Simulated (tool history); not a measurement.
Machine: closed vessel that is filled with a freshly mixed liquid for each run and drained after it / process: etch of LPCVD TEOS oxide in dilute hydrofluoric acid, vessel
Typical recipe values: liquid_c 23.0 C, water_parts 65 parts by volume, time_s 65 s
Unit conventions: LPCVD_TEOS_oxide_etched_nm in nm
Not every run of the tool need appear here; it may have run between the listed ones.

run   hour  liquid_c  water_parts  time_s  wafers since the last listed run  hours since the thermometer was replaced  hours since the hydrofluoric acid flow meter was replaced  hours since the gauge calibration  read-back film thickness of the LPCVD TEOS oxide reference wafer, read on the same gauge (nm)  LPCVD_TEOS_oxide_etched_nm
  1    0.0      23.0           65      40                                 0                                     694.9                                                     1541.1                               35.9                                                                                          99.98                       16.68
  2   12.9      23.0           65      40                              1078                                     707.8                                                     1554.0                               48.8                                                                                          99.98                       16.76
  3   30.2      23.0           65      40                              1446                                     725.1                                                     1571.3                               66.1                                                                                          99.98                       16.79
      34.8  -- gauge calibrated
  4   41.1      23.0           65      45                               911                                     736.0                                                     1582.2                                6.3                                                                                          99.98                       18.80
  5   48.4      23.0           65      65                               610                                     743.3                                                     1589.5                               13.6                                                                                          99.98                       27.33
  6   57.1      21.0           65      65                               727                                     752.0                                                     1598.2                               22.3                                                                                         100.02                       25.23
  7   66.0      21.0           65      65                               744                                     760.9                                                     1607.1                               31.2                                                                                          99.96                       25.22
      68.2  -- thermometer replaced
  8   74.9      21.0           65      65                               660                                       6.7                                                     1616.0                               40.1                                                                                         100.01                       22.91
  9   81.0      25.0           65      90                               509                                      12.8                                                     1622.1                               46.2                                                                                          99.98                       36.99
 10   88.2      20.0           90      55                               601                                      20.0                                                     1629.3                               53.4                                                                                         100.06                       13.00
      94.3  -- hydrofluoric acid flow meter replaced
 11  101.1      23.0           55      95                               994                                      32.9                                                        6.8                               66.3                                                                                          99.99                       43.81
     107.7  -- gauge calibrated
 12  108.7      23.0           65      65                               635                                      40.5                                                       14.4                                1.0                                                                                         100.03                       24.87
 13  116.9      25.5           40      40                               685                                      48.7                                                       22.6                                9.2                                                                                          99.99                       28.53
 14  123.6      23.0           65      85                               560                                      55.4                                                       29.3                               15.9                                                                                          99.98                       32.71
 15  137.7      20.5           75      45                              1178                                      69.5                                                       43.4                               30.0                                                                                         100.03                       13.35
 16  150.5      23.0           45      35                              1070                                      82.3                                                       56.2                               42.8                                                                                         100.01                       20.01
 17  159.4      23.0           65      65                               744                                      91.2                                                       65.1                               51.7                                                                                         100.00                       25.08

The tool's hidden state at each run:
hydrofluoric acid flow above the setpoint (%): 0 on each run
gauge reads high (%): 0 on each run
H1: liquid hotter than its thermometer reads (K)
run      H1
  1    2.25
  2    2.29
  3    2.35
  4    2.38
  5     2.4
  6    2.43
  7    2.46
  8  0.0223
  9  0.0411
 10  0.0632
 11   0.103
 12   0.126
 13   0.152
 14   0.172
 15   0.216
 16   0.255
 17   0.283
